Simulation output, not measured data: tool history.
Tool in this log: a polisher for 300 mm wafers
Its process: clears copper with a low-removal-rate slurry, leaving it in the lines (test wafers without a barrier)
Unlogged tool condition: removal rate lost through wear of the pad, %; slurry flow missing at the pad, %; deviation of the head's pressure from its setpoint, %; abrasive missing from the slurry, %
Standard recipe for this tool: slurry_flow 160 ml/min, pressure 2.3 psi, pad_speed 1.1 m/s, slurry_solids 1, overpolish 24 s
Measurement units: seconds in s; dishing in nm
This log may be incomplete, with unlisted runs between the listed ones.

| run | hour | slurry_flow | pressure | pad_speed | slurry_solids | overpolish | wafers since the last listed run | wafers polished on this pad | hours since the slurry nozzle was cleaned | hours since the head pressure was calibrated | hours since the slurry blender was calibrated | incoming thickness of the incoming film, nm | seconds | dishing |
|---|---|---|---|---|---|---|---|---|---|---|---|---|---|---|
| 1 | 0 | 120 | 2.3 | 1.1 | 1 | 24 | 0 | 161 | 378.3 | 1292.9 | 147.1 | 386.7 | 149.5 | 40.3 |
| 2 | 33.7 | 160 | 2.3 | 1.1 | 1 | 24 | 202 | 364 | 412 | 1326.6 | 180.8 | 394.5 | 137.7 | 42.4 |
| 3 | 53.6 | 160 | 2.3 | 1.1 | 1 | 24 | 119 | 484 | 431.9 | 1346.5 | 200.7 | 401.6 | 146.7 | 43.2 |
| 4 | 83.6 | 160 | 2.3 | 1.1 | 1 | 24 | 180 | 665 | 461.9 | 1376.5 | 230.7 | 399.9 | 143.4 | 42.6 |
| 5 | 106.5 | 160 | 2.3 | 1.1 | 1 | 24 | 137 | 803 | 484.8 | 1399.4 | 253.6 | 392.4 | 145.8 | 42.8 |
| 6 | 141.1 | 160 | 2.3 | 1.1 | 1 | 24 | 208 | 1011 | 519.4 | 1434 | 288.2 | 393.9 | 141.8 | 43.5 |
| 7 | 158 | 160 | 2.3 | 1.1 | 1 | 24 | 101 | 1113 | 536.3 | 1450.9 | 305.1 | 394.4 | 143.6 | 43.4 |
|  | 172.7 | head pressure recalibrated |
| 8 | 183.4 | 120 | 2.3 | 1.1 | 1 | 24 | 140 | 1253 | 561.7 | 10.7 | 330.5 | 396.7 | 147.6 | 40.6 |
| 9 | 217.8 | 130 | 2.3 | 1.28 | 1 | 24 | 207 | 1461 | 596.1 | 45.1 | 364.9 | 400.8 | 132.5 | 46.6 |
|  | 224.7 | slurry blender recalibrated |
| 10 | 234.9 | 160 | 2 | 1.1 | 1 | 24 | 90 | 1551 | 613.2 | 62.2 | 10.2 | 397.1 | 166.4 | 37.3 |
|  | 249.6 | worn pad replaced by a new one |
| 11 | 252.5 | 160 | 2.3 | 1.32 | 0.9 | 24 | 81 | 17 | 630.8 | 79.8 | 27.8 | 400.1 | 125.8 | 49.4 |
| 12 | 287.9 | 125 | 2.3 | 1.1 | 1.2 | 24 | 213 | 230 | 666.2 | 115.2 | 63.2 | 397 | 147.3 | 43.5 |
| 13 | 321.1 | 160 | 2.3 | 1.1 | 1 | 20 | 199 | 430 | 699.4 | 148.4 | 96.4 | 400.3 | 146.2 | 35.6 |
| 14 | 338.7 | 160 | 2.3 | 1.1 | 1 | 24 | 105 | 536 | 717 | 166 | 114 | 399.1 | 144 | 41.7 |
| 15 | 354.9 | 160 | 3.1 | 0.92 | 0.8 | 24 | 97 | 634 | 733.2 | 182.2 | 130.2 | 393.5 | 134.8 | 47.8 |
| 16 | 384.1 | 185 | 1.6 | 1.1 | 1 | 24 | 175 | 809 | 762.4 | 211.4 | 159.4 | 389.9 | 196.7 | 32.6 |
| 17 | 406.8 | 160 | 2.1 | 1.1 | 1.25 | 38 | 136 | 946 | 785.1 | 234.1 | 182.1 | 397 | 151 | 58.3 |
|  | 432.6 | slurry nozzle cleaned |
|  | 499.7 | worn pad replaced by a new one |
| 18 | 511.1 | 160 | 1.9 | 1 | 1 | 24 | 597 | 68 | 78.5 | 338.4 | 286.4 | 400.8 | 189.8 | 34.9 |
| 19 | 547.6 | 185 | 2.3 | 1.1 | 1.25 | 24 | 219 | 288 | 115 | 374.9 | 322.9 | 398.4 | 132.5 | 44.3 |
|  | 554.2 | slurry blender recalibrated |
| 20 | 570.2 | 120 | 2.3 | 0.98 | 0.75 | 18 | 124 | 412 | 137.6 | 397.5 | 16 | 391.6 | 178 | 27.7 |
| 21 | 595 | 160 | 2.3 | 1.1 | 1 | 24 | 149 | 561 | 162.4 | 422.3 | 40.8 | 395.6 | 138.7 | 42.2 |
| 22 | 617.7 | 160 | 2.3 | 1.1 | 1 | 24 | 136 | 698 | 185.1 | 445 | 63.5 | 403.5 | 145.2 | 41.6 |
| 23 | 660.8 | 160 | 2.3 | 1.1 | 1 | 24 | 259 | 957 | 228.2 | 488.1 | 106.6 | 394.7 | 142.8 | 42.8 |
| 24 | 691 | 160 | 2.3 | 1.1 | 1 | 24 | 181 | 1139 | 258.4 | 518.3 | 136.8 | 402.9 | 144.6 | 41.7 |
| 25 | 707.9 | 160 | 2.3 | 0.74 | 1 | 10 | 101 | 1241 | 275.3 | 535.2 | 153.7 | 392.2 | 209.8 | 14.7 |
| 26 | 734.6 | 210 | 2.8 | 1.1 | 1 | 35 | 160 | 1401 | 302 | 561.9 | 180.4 | 393.3 | 110.2 | 66.9 |
| 27 | 749.3 | 210 | 2.3 | 1.1 | 1.2 | 17 | 88 | 1490 | 316.7 | 576.6 | 195.1 | 398.1 | 133.6 | 34.9 |
|  | 756.6 | worn pad replaced by a new one |
| 28 | 775 | 160 | 2.6 | 1.1 | 1 | 24 | 130 | 110 | 342.4 | 602.3 | 220.8 | 396.3 | 129 | 48.6 |

The tool's hidden state at each run:
removal rate lost through wear of the pad, %: 0 across all the runs
slurry flow missing at the pad, %: 0 across all the runs
deviation of the head's pressure from its setpoint, %: 0 across all the runs
abrasive missing from the slurry, %: 0 across all the runs
